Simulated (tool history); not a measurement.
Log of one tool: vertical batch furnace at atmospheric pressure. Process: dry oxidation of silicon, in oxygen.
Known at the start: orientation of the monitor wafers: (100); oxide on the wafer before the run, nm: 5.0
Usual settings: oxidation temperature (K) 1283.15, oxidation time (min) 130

run	hour	oxidation temperature (K)	oxidation time (min)	wafers since the last listed run	hours since the last temperature calibration	hours since the boat lift was adjusted	hours since the gauge calibration	read-back reference wafer on the same gauge, thickness	oxide thickness on the monitor wafer (Å)
1	0	1274.15	130	0	1846.3	1596.9	304.5	95	907.2
2	12.1	1274.15	130	124	1858.4	1609	316.6	95.01	906.1
3	37.6	1283.15	130	262	1883.9	1634.5	342.1	95.01	987.3
# hour 60.1: gauge calibrated
4	61.4	1283.15	130	245	1907.7	1658.3	1.3	94.99	986.3
5	82.3	1283.15	130	215	1928.6	1679.2	22.2	94.99	988.6
6	112.5	1283.15	130	311	1958.8	1709.4	52.4	95	982.9
7	129	1283.15	130	169	1975.3	1725.9	68.9	94.98	985.5
# hour 162.7: thermocouples replaced and temperature profile calibrated
8	163.2	1283.15	130	105	0.5	1760.1	103.1	94.95	987
9	176.7	1283.15	130	139	14	1773.6	116.6	95.03	985.1
10	194.1	1283.15	130	179	31.4	1791	134	94.98	981.3
11	220.9	1303.15	65.5	276	58.2	1817.8	160.8	95.01	751.1
12	254.1	1283.15	130	342	91.4	1851	194	94.99	987.7
13	271.9	1274.15	155	183	109.2	1868.8	211.8	95.01	1022.6
# hour 309.5: boat lift adjusted
14	310	1301.15	130	145	147.3	0.5	249.9	95.01	1194.8
15	326.2	1306.15	130	166	163.5	16.7	266.1	95.01	1245.8
# hour 354.9: gauge calibrated
16	358.4	1307.15	95	331	195.7	48.9	3.5	95.04	1017.8
17	385.8	1283.15	130	282	223.1	76.3	30.9	94.97	1012.4
18	405.3	1297.15	147	200	242.6	95.8	50.4	94.97	1242.5
19	434.1	1283.15	130	296	271.4	124.6	79.2	95.02	1009.2
20	453.5	1283.15	130	199	290.8	144	98.6	94.99	1010.3

Some steps in oxide thickness on the monitor wafer (Å) between neighbouring runs. How much of each would the tool show without its hidden state too (settings, what came in, random variation), and how much is left for the hidden state, with any gauge scatter that isn't in both results?
The hidden state here: true tube temperature minus thermocouple reading, K; monitor wafer colder than the profiled boat position, K; gauge reads high (%).
Run 11 -> 12: oxidation temperature (K) 1303.15 -> 1283.15, oxidation time (min) 65.5 -> 130. oxide thickness on the monitor wafer (Å) +236.6: hidden state -10.9, all else +247.5.
Run 13 -> 14: oxidation temperature (K) 1274.15 -> 1301.15, oxidation time (min) 155 -> 130, boat lift adjusted. oxide thickness on the monitor wafer (Å) +172.2: hidden state +33.1, all else +139.1.
Run 18 -> 19: oxidation temperature (K) 1297.15 -> 1283.15, oxidation time (min) 147 -> 130. oxide thickness on the monitor wafer (Å) -233.3: hidden state +0.6, all else -233.9.
